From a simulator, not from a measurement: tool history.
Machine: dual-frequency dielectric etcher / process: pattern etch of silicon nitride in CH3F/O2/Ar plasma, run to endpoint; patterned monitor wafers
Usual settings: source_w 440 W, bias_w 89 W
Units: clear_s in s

| run | day | source_w | bias_w | incoming incoming film thickness, nm | clear_s |
|---|---|---|---|---|---|
| 1 | 0.000 | 440 | 89 | 35.84 | 43.2 |
|  | 1.958 | wet clean of the chamber |
| 2 | 1.979 | 410 | 89 | 35.93 | 47.4 |
| 3 | 5.679 | 410 | 89 | 36.57 | 47.8 |
| 4 | 8.167 | 440 | 89 | 36.36 | 45.6 |
| 5 | 11.246 | 440 | 89 | 36.69 | 45.6 |
| 6 | 13.825 | 400 | 89 | 36.44 | 47.8 |
| 7 | 15.971 | 400 | 97 | 36.12 | 45.4 |
|  | 20.721 | upper electrode replaced |
| 8 | 20.742 | 490 | 105 | 36.33 | 40.2 |
| 9 | 23.012 | 390 | 108 | 36.19 | 44.0 |
|  | 24.462 | wet clean of the chamber |
| 10 | 27.208 | 440 | 89 | 36.58 | 46.1 |
|  | 28.162 | source power generator calibrated |
| 11 | 31.242 | 440 | 89 | 36.15 | 44.6 |
| 12 | 34.612 | 440 | 101 | 36.48 | 42.9 |
| 13 | 38.396 | 510 | 71 | 36.47 | 45.3 |
|  | 38.917 | bias power generator calibrated |
| 14 | 41.683 | 370 | 89 | 36.27 | 49.0 |
| 15 | 45.338 | 370 | 99 | 36.72 | 47.5 |
| 16 | 48.958 | 390 | 105 | 35.85 | 43.7 |
|  | 50.904 | wet clean of the chamber |
| 17 | 52.929 | 350 | 68 | 36.44 | 57.1 |

Predict each of these 4 candidate next runs independently; none follows another, all start after run 17:
| A | 52.946 | 440 | 89 | 35.91 | ? |
| B | 52.946 | 330 | 89 | 35.91 | ? |
| C | 52.946 | 390 | 89 | 35.91 | ? |
| D | 52.946 | 400 | 73 | 35.91 | ? |

| run | clear_s |
|---|---|
| A | 44.9 |
| B | 52.3 |
| C | 47.8 |
| D | 50.8 |
Without the tool's hidden state the same runs would have given:
| run | clear_s |
|---|---|
| A | 45.1 |
| B | 52.7 |
| C | 48.1 |
| D | 51.1 |
